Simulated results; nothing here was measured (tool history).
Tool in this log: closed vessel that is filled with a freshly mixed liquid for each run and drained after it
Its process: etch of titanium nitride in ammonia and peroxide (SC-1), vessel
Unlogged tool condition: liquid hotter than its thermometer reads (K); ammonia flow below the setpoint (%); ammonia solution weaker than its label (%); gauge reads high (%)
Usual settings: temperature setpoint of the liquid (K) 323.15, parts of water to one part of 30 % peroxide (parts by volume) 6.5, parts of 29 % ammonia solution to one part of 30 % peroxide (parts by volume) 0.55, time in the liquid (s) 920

| run | hour | temperature setpoint of the liquid (K) | parts of water to one part of 30 % peroxide (parts by volume) | parts of 29 % ammonia solution to one part of 30 % peroxide (parts by volume) | time in the liquid (s) | wafers since the last listed run | hours since the thermometer was replaced | hours since the ammonia flow meter was replaced | hours since the drum of ammonia solution was connected | hours since the gauge calibration | read-back film thickness of the titanium nitride reference wafer, read on the same gauge (nm) | thickness taken off the titanium nitride on a monitor wafer (nm) |
|---|---|---|---|---|---|---|---|---|---|---|---|---|
| 1 | 0.0 | 317.65 | 6.5 | 0.55 | 1355 | 0 | 1852.8 | 1600.6 | 357.9 | 39.4 | 150.02 | 64.33 |
| 2 | 312.6 | 317.65 | 6.5 | 0.55 | 1355 | 20452 | 2165.4 | 1913.2 | 670.5 | 352.0 | 149.98 | 64.48 |
| 3 | 362.8 | 323.15 | 5.0 | 0.65 | 920 | 3284 | 2215.6 | 1963.4 | 720.7 | 402.2 | 150.02 | 74.97 |
|  | 368.5 | new drum of ammonia solution connected |
|  | 371.9 | ammonia flow meter replaced |
| 4 | 419.1 | 320.65 | 6.5 | 0.55 | 920 | 3552 | 2271.9 | 47.2 | 50.6 | 458.5 | 149.94 | 54.53 |
| 5 | 523.3 | 315.15 | 6.5 | 0.55 | 920 | 6817 | 2376.1 | 151.4 | 154.8 | 562.7 | 149.96 | 36.97 |
| 6 | 560.8 | 316.15 | 5.5 | 0.30 | 1405 | 2453 | 2413.6 | 188.9 | 192.3 | 600.2 | 150.02 | 59.16 |
| 7 | 686.5 | 319.15 | 6.5 | 0.55 | 1450 | 8224 | 2539.3 | 314.6 | 318.0 | 725.9 | 150.00 | 78.47 |
|  | 779.4 | thermometer replaced |
| 8 | 784.9 | 323.15 | 6.5 | 0.55 | 920 | 6372 | 5.5 | 413.0 | 416.4 | 824.3 | 149.99 | 61.15 |
| 9 | 844.8 | 323.15 | 5.0 | 0.40 | 920 | 3919 | 65.4 | 472.9 | 476.3 | 884.2 | 150.04 | 66.42 |
| 10 | 912.4 | 326.65 | 6.5 | 0.75 | 1255 | 4422 | 133.0 | 540.5 | 543.9 | 951.8 | 149.98 | 111.21 |
| 11 | 971.7 | 323.15 | 6.5 | 0.55 | 1175 | 3879 | 192.3 | 599.8 | 603.2 | 1011.1 | 150.02 | 80.19 |
| 12 | 1018.3 | 323.15 | 5.0 | 0.55 | 490 | 3048 | 238.9 | 646.4 | 649.8 | 1057.7 | 149.97 | 37.61 |
|  | 1055.6 | new drum of ammonia solution connected |
| 13 | 1102.3 | 323.15 | 5.0 | 0.85 | 1460 | 5430 | 322.9 | 730.4 | 46.7 | 1141.7 | 150.01 | 118.88 |
| 14 | 1161.4 | 323.15 | 6.5 | 0.55 | 920 | 3866 | 382.0 | 789.5 | 105.8 | 1200.8 | 150.04 | 60.95 |
| 15 | 1264.6 | 323.15 | 6.5 | 0.55 | 920 | 6752 | 485.2 | 892.7 | 209.0 | 1304.0 | 150.04 | 62.68 |
| 16 | 1323.4 | 323.15 | 6.5 | 0.55 | 555 | 3847 | 544.0 | 951.5 | 267.8 | 1362.8 | 149.96 | 38.19 |
| 17 | 1359.6 | 317.65 | 6.5 | 0.55 | 1355 | 2368 | 580.2 | 987.7 | 304.0 | 1399.0 | 150.04 | 63.30 |
| 18 | 1450.3 | 327.15 | 6.5 | 0.55 | 920 | 5934 | 670.9 | 1078.4 | 394.7 | 1489.7 | 149.98 | 83.12 |
| 19 | 1523.7 | 323.15 | 6.5 | 0.55 | 920 | 4802 | 744.3 | 1151.8 | 468.1 | 1563.1 | 149.98 | 62.08 |
| 20 | 1578.6 | 316.15 | 5.0 | 0.55 | 1210 | 3591 | 799.2 | 1206.7 | 523.0 | 1618.0 | 150.04 | 57.49 |
| 21 | 1656.9 | 318.65 | 6.5 | 0.55 | 1130 | 5122 | 877.5 | 1285.0 | 601.3 | 1696.3 | 150.01 | 56.61 |
|  | 1756.5 | new drum of ammonia solution connected |
| 22 | 1760.5 | 318.15 | 8.0 | 0.55 | 630 | 6712 | 981.1 | 1388.6 | 4.0 | 1799.9 | 150.03 | 27.86 |
| 23 | 1846.1 | 323.15 | 6.5 | 0.55 | 920 | 5600 | 1066.7 | 1474.2 | 89.6 | 1885.5 | 149.95 | 64.15 |
| 24 | 1947.1 | 323.15 | 6.5 | 0.55 | 920 | 6608 | 1167.7 | 1575.2 | 190.6 | 1986.5 | 149.96 | 63.01 |
| 25 | 2017.3 | 323.15 | 5.0 | 0.45 | 920 | 4592 | 1237.9 | 1645.4 | 260.8 | 2056.7 | 149.98 | 70.74 |
| 26 | 2083.1 | 313.65 | 5.0 | 0.40 | 920 | 4305 | 1303.7 | 1711.2 | 326.6 | 2122.5 | 149.99 | 35.01 |

State the hidden condition of the tool at each of the runs:
ammonia flow below the setpoint (%): 0 in every run
ammonia solution weaker than its label (%): 0 in every run
gauge reads high (%): 0 in every run
H1: liquid hotter than its thermometer reads (K)
| run | H1 |
|---|---|
| 1 | 0.91 |
| 2 | 1.05 |
| 3 | 1.08 |
| 4 | 1.1 |
| 5 | 1.15 |
| 6 | 1.17 |
| 7 | 1.23 |
| 8 | 0.261 |
| 9 | 0.288 |
| 10 | 0.32 |
| 11 | 0.347 |
| 12 | 0.369 |
| 13 | 0.407 |
| 14 | 0.435 |
| 15 | 0.482 |
| 16 | 0.509 |
| 17 | 0.526 |
| 18 | 0.568 |
| 19 | 0.602 |
| 20 | 0.627 |
| 21 | 0.664 |
| 22 | 0.711 |
| 23 | 0.751 |
| 24 | 0.798 |
| 25 | 0.83 |
| 26 | 0.86 |
